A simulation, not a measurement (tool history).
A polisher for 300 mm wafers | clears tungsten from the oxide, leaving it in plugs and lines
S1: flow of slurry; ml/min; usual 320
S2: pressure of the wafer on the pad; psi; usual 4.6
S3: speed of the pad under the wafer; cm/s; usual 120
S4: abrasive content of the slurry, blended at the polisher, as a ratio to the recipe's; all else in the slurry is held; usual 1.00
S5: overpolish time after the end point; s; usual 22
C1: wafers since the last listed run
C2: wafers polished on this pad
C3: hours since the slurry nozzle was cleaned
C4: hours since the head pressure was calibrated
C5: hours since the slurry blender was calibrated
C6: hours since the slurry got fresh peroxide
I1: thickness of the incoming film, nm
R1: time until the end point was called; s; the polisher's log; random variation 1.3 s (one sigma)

run	day	S1	S2	S3	S4	S5	C1	C2	C3	C4	C5	C6	I1	R1
1	0.000	320	4.6	120	1.00	22	0	2721	537.8	41.0	387.8	344.6	545.0	81.6
2	1.658	320	4.6	92	1.00	19	245	2967	577.6	80.8	427.6	384.4	538.2	105.2
3	4.188	400	5.9	120	1.00	19	374	3341	638.3	141.5	488.3	445.1	536.0	63.1
# day 4.988: worn pad replaced by a new one
# day 6.179: slurry blender recalibrated
4	6.662	320	5.0	120	1.00	22	329	235	697.7	200.9	11.6	504.5	540.8	72.2
# day 7.875: slurry tank refilled with fresh slurry and peroxide
# day 9.233: slurry nozzle cleaned
5	9.629	320	4.6	78	1.00	22	426	661	9.5	272.1	82.8	42.1	535.4	115.2
6	11.688	255	3.8	120	1.20	22	304	965	58.9	321.5	132.2	91.5	541.7	92.0
7	13.958	320	5.7	82	1.00	27	335	1301	113.4	376.0	186.7	146.0	534.2	89.5
8	15.475	320	5.1	120	1.00	22	224	1526	149.8	412.4	223.1	182.4	543.9	72.0
9	18.254	390	5.4	160	1.00	22	410	1937	216.5	479.1	289.8	249.1	540.1	51.2
# day 20.550: head pressure recalibrated
10	20.712	400	4.6	84	1.00	22	351	2288	275.5	3.9	348.8	308.1	539.1	106.4
11	22.421	230	3.1	120	0.80	26	252	2540	316.5	44.9	389.8	349.1	537.3	131.1
12	23.446	240	5.5	120	1.00	22	151	2692	341.1	69.5	414.4	373.7	538.7	69.8
# day 24.304: worn pad replaced by a new one
13	26.117	320	4.6	120	1.00	22	370	267	405.2	133.6	478.5	437.8	542.8	86.0
14	27.167	255	4.6	120	1.00	22	155	423	430.4	158.8	503.7	463.0	536.3	83.9
15	29.229	320	4.6	120	1.00	22	305	728	479.9	208.3	553.2	512.5	536.0	86.0
# day 30.942: slurry blender recalibrated
# day 31.992: slurry tank refilled with fresh slurry and peroxide
16	32.008	320	4.6	120	1.00	22	392	1120	546.6	275.0	25.6	0.4	547.0	79.5
17	39.754	240	4.6	120	1.00	22	1145	2266	732.5	460.9	211.5	186.3	543.1	80.0
18	41.812	320	4.6	120	1.00	22	304	2570	781.9	510.3	260.9	235.7	537.0	76.7
# day 43.683: worn pad replaced by a new one
19	43.704	415	4.6	120	1.00	26	255	3	827.3	555.7	306.3	281.1	537.9	76.8
20	45.758	320	4.6	120	1.00	22	303	307	876.6	605.0	355.6	330.4	537.3	79.8
# day 46.217: head pressure recalibrated
21	47.162	320	4.6	120	1.00	22	195	502	910.3	22.7	389.3	364.1	537.9	79.1
# day 48.033: slurry nozzle cleaned
22	49.954	320	4.6	120	1.20	27	406	909	46.1	89.7	456.3	431.1	533.1	79.4
# day 50.904: slurry tank refilled with fresh slurry and peroxide
23	51.721	430	6.1	158	1.10	22	255	1164	88.5	132.1	498.7	19.6	548.7	47.3
24	54.421	320	3.5	120	1.00	22	399	1563	153.3	196.9	563.5	84.4	537.4	112.7
# day 54.767: slurry blender recalibrated
25	55.425	320	3.3	120	0.75	28	136	1699	177.4	221.0	15.8	108.5	538.1	113.3
26	56.896	320	4.6	120	1.10	22	217	1917	212.7	256.3	51.1	143.8	543.9	76.3

Forecast each of these 4 alternatives for the next run:
A	56.917	320	4.6	120	1.00	22	3	1920	213.2	256.8	51.6	144.3	531.9	?
B	56.917	320	3.7	120	1.30	22	3	1920	213.2	256.8	51.6	144.3	531.9	?
C	56.917	420	4.6	120	1.30	22	3	1920	213.2	256.8	51.6	144.3	531.9	?
D	56.917	365	4.6	120	1.00	22	3	1920	213.2	256.8	51.6	144.3	531.9	?

run	R1
A	74.9
B	87.6
C	69.1
D	74.1
Without the tool's hidden state the same runs would have given:
run	R1
A	74.6
B	87.3
C	68.9
D	73.9
